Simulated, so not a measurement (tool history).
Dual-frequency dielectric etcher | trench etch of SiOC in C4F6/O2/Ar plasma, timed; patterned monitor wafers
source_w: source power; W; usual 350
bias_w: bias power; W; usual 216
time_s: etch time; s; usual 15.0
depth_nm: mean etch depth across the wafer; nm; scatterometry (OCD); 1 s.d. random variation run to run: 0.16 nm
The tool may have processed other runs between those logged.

| run | hour | source_w | bias_w | time_s | wafers since the last listed run | hours since the last wet clean | hours since the last source power generator calibration | hours since the last bias power generator calibration | hours since the last upper electrode change | hours since the gauge calibration | read-back reference wafer on the same gauge, depth_nm | depth_nm |
|---|---|---|---|---|---|---|---|---|---|---|---|---|
| 1 | 0.0 | 350 | 240 | 15.0 | 0 | 133.2 | 721.6 | 562.9 | 2981.6 | 899.4 | 33.80 | 34.72 |
| 2 | 55.5 | 350 | 216 | 15.0 | 1232 | 188.7 | 777.1 | 618.4 | 3037.1 | 954.9 | 33.76 | 33.94 |
| 3 | 108.4 | 350 | 216 | 15.0 | 1174 | 241.6 | 830.0 | 671.3 | 3090.0 | 1007.8 | 33.82 | 33.35 |
| 4 | 156.7 | 350 | 216 | 12.5 | 1072 | 289.9 | 878.3 | 719.6 | 3138.3 | 1056.1 | 33.82 | 27.99 |
| 5 | 200.4 | 350 | 216 | 12.5 | 970 | 333.6 | 922.0 | 763.3 | 3182.0 | 1099.8 | 33.81 | 27.65 |
| 6 | 249.3 | 350 | 216 | 12.5 | 1085 | 382.5 | 970.9 | 812.2 | 3230.9 | 1148.7 | 33.79 | 27.55 |
| 7 | 287.2 | 350 | 216 | 15.0 | 841 | 420.4 | 1008.8 | 850.1 | 3268.8 | 1186.6 | 33.82 | 32.76 |
|  | 366.6 | gauge calibrated |
|  | 382.2 | wet clean of the chamber |
| 8 | 382.7 | 350 | 216 | 15.0 | 1587 | 0.5 | 1104.3 | 945.6 | 3364.3 | 16.1 | 33.76 | 34.37 |
| 9 | 420.7 | 350 | 216 | 15.0 | 843 | 38.5 | 1142.3 | 983.6 | 3402.3 | 54.1 | 33.80 | 34.03 |
| 10 | 490.8 | 350 | 216 | 15.0 | 1556 | 108.6 | 1212.4 | 1053.7 | 3472.4 | 124.2 | 33.76 | 33.76 |
| 11 | 596.0 | 350 | 216 | 15.0 | 2335 | 213.8 | 1317.6 | 1158.9 | 3577.6 | 229.4 | 33.79 | 33.66 |
|  | 662.3 | upper electrode replaced |
| 12 | 662.8 | 350 | 216 | 15.0 | 950 | 280.6 | 1384.4 | 1225.7 | 0.5 | 296.2 | 33.80 | 33.15 |
|  | 885.5 | wet clean of the chamber |
| 13 | 972.1 | 350 | 216 | 17.0 | 6333 | 86.6 | 1693.7 | 1535.0 | 309.8 | 605.5 | 33.77 | 38.74 |
| 14 | 1052.0 | 350 | 216 | 15.0 | 1773 | 166.5 | 1773.6 | 1614.9 | 389.7 | 685.4 | 33.82 | 33.34 |
|  | 1082.5 | source power generator calibrated |
| 15 | 1107.7 | 420 | 216 | 16.5 | 1147 | 222.2 | 25.2 | 1670.6 | 445.4 | 741.1 | 33.80 | 39.25 |
| 16 | 1185.4 | 350 | 216 | 15.0 | 1724 | 299.9 | 102.9 | 1748.3 | 523.1 | 818.8 | 33.81 | 32.70 |
| 17 | 1281.8 | 350 | 216 | 15.0 | 2140 | 396.3 | 199.3 | 1844.7 | 619.5 | 915.2 | 33.81 | 32.17 |
|  | 1373.7 | wet clean of the chamber |
| 18 | 1374.2 | 310 | 216 | 18.0 | 1518 | 0.5 | 291.7 | 1937.1 | 711.9 | 1007.6 | 33.81 | 37.77 |
| 19 | 1464.4 | 350 | 241 | 13.5 | 2002 | 90.7 | 381.9 | 2027.3 | 802.1 | 1097.8 | 33.82 | 30.87 |
| 20 | 1568.3 | 350 | 216 | 15.0 | 2306 | 194.6 | 485.8 | 2131.2 | 906.0 | 1201.7 | 33.79 | 33.04 |
|  | 1587.0 | bias power generator calibrated |
|  | 1611.8 | gauge calibrated |
| 21 | 1673.9 | 400 | 216 | 15.0 | 2255 | 300.2 | 591.4 | 86.9 | 1011.6 | 62.1 | 33.77 | 35.11 |
| 22 | 1767.5 | 350 | 216 | 15.0 | 2077 | 393.8 | 685.0 | 180.5 | 1105.2 | 155.7 | 33.80 | 32.06 |
| 23 | 1847.9 | 350 | 178 | 11.0 | 1784 | 474.2 | 765.4 | 260.9 | 1185.6 | 236.1 | 33.81 | 22.43 |
|  | 1875.8 | wet clean of the chamber |
| 24 | 1909.5 | 290 | 175 | 15.0 | 834 | 33.7 | 827.0 | 322.5 | 1247.2 | 297.7 | 33.80 | 29.41 |
| 25 | 1982.2 | 350 | 216 | 15.0 | 1613 | 106.4 | 899.7 | 395.2 | 1319.9 | 370.4 | 33.79 | 33.65 |
| 26 | 2030.9 | 270 | 246 | 19.0 | 1081 | 155.1 | 948.4 | 443.9 | 1368.6 | 419.1 | 33.80 | 37.73 |
| 27 | 2084.3 | 410 | 169 | 16.5 | 1185 | 208.5 | 1001.8 | 497.3 | 1422.0 | 472.5 | 33.85 | 37.36 |

4 ways to go on from here, each from the tool as it stands after run 27. What would each give?
| A | 2084.7 | 350 | 245 | 15.0 | 8 | 208.9 | 1002.2 | 497.7 | 1422.4 | 472.9 | ? | ? |
| B | 2084.7 | 280 | 200 | 19.0 | 8 | 208.9 | 1002.2 | 497.7 | 1422.4 | 472.9 | ? | ? |
| C | 2084.7 | 320 | 231 | 19.0 | 8 | 208.9 | 1002.2 | 497.7 | 1422.4 | 472.9 | ? | ? |
| D | 2084.7 | 280 | 268 | 17.0 | 8 | 208.9 | 1002.2 | 497.7 | 1422.4 | 472.9 | ? | ? |

| run | read-back reference wafer on the same gauge, depth_nm | depth_nm |
|---|---|---|
| A | 33.79 | 34.46 |
| B | 33.79 | 36.99 |
| C | 33.79 | 41.09 |
| D | 33.79 | 35.47 |
Had the tool no hidden state, the same runs would have come out as:
| run | depth_nm |
|---|---|
| A | 34.71 |
| B | 37.26 |
| C | 41.39 |
| D | 35.74 |
